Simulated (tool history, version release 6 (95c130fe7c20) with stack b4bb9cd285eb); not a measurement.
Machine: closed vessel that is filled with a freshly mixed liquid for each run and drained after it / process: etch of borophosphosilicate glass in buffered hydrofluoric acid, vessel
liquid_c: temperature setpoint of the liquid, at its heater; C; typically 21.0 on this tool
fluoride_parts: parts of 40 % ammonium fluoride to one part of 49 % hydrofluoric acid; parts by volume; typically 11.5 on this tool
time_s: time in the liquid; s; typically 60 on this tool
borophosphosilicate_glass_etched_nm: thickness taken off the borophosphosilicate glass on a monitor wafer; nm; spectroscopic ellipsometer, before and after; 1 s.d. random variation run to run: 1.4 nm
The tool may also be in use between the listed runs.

run     day  liquid_c  fluoride_parts  time_s  wafers since the last listed run  hours since the thermometer was replaced  hours since the hydrofluoric acid flow meter was replaced  hours since the gauge calibration  read-back film thickness of the borophosphosilicate glass reference wafer, read on the same gauge (nm)  borophosphosilicate_glass_etched_nm
  1   0.000      21.0            11.5      60                                 0                                      29.6                                                      174.6                             1081.3                                                                                                  100.01                               157.21
  2   2.788      21.0            11.5      60                              7393                                      96.5                                                      241.5                             1148.2                                                                                                   99.99                               157.44
  3   6.671      21.0            11.5      50                             10299                                     189.7                                                      334.7                             1241.4                                                                                                  100.01                               132.39
  4   9.000      21.0            11.5      60                              6177                                     245.6                                                      390.6                             1297.3                                                                                                  100.00                               156.86
  5  12.833      21.0            11.5      60                             10167                                     337.6                                                      482.6                             1389.3                                                                                                  100.00                               156.53
  6  17.033      21.0            11.5      60                             11139                                     438.4                                                      583.4                             1490.1                                                                                                   99.98                               155.97
  7  18.838      21.0            11.5      60                              4785                                     481.7                                                      626.7                             1533.4                                                                                                  100.00                               153.54
  8  22.642      21.0            11.5      60                             10089                                     573.0                                                      718.0                             1624.7                                                                                                   99.99                               153.23
  9  25.750      21.0            11.5      35                              8244                                     647.6                                                      792.6                             1699.3                                                                                                   99.98                                89.67
     27.483  -- hydrofluoric acid flow meter replaced
     27.929  -- thermometer replaced
     28.567  -- gauge calibrated
 10  28.808      21.0            11.5      35                              7890                                      21.1                                                       31.8                                5.8                                                                                                  100.00                                93.12
 11  30.708      21.0            11.5      60                              5039                                      66.7                                                       77.4                               51.4                                                                                                  100.00                               156.89
 12  33.996      21.0            11.5      60                              8719                                     145.6                                                      156.3                              130.3                                                                                                  100.00                               158.10
 13  37.300      25.0             9.0      50                              8763                                     224.9                                                      235.6                              209.6                                                                                                   99.98                               203.75
 14  40.562      21.0            14.5      60                              8653                                     303.2                                                      313.9                              287.9                                                                                                   99.99                               126.45
 15  42.179      21.0            11.5      60                              4287                                     342.0                                                      352.7                              326.7                                                                                                   99.99                               157.02
 16  46.671      17.0            11.5      85                             11913                                     449.8                                                      460.5                              434.5                                                                                                  100.01                               174.91
 17  50.921      19.0             9.0      80                             11272                                     551.8                                                      562.5                              536.5                                                                                                  100.01                               231.59
     51.429  -- thermometer replaced
 18  53.796      25.0            14.5      45                              7514                                      56.8                                                      631.5                              605.5                                                                                                  100.01                               115.81
 19  56.967      21.0            11.5      90                              8410                                     132.9                                                      707.6                              681.6                                                                                                  100.01                               233.58
 20  60.554      21.0            15.5      90                              9515                                     219.0                                                      793.7                              767.7                                                                                                  100.03                               172.91
 21  63.321      21.0            11.5      60                              7338                                     285.4                                                      860.1                              834.1                                                                                                   99.96                               152.61
 22  64.896      21.0            13.0      60                              4177                                     323.2                                                      897.9                              871.9                                                                                                   99.99                               133.83

Exercise: give the hidden state of the tool at every run:
liquid hotter than its thermometer reads (K): 0 across all the runs
gauge reads high (%): 0 across all the runs
H1: hydrofluoric acid flow below the setpoint (%)
run     H1
  1  0.964
  2   1.25
  3   1.65
  4   1.89
  5   2.28
  6   2.71
  7    2.9
  8   3.28
  9    3.6
 10  0.411
 11  0.606
 12  0.943
 13   1.28
 14   1.62
 15   1.78
 16   2.24
 17   2.68
 18   2.97
 19    3.3
 20   3.67
 21   3.95
 22   4.11
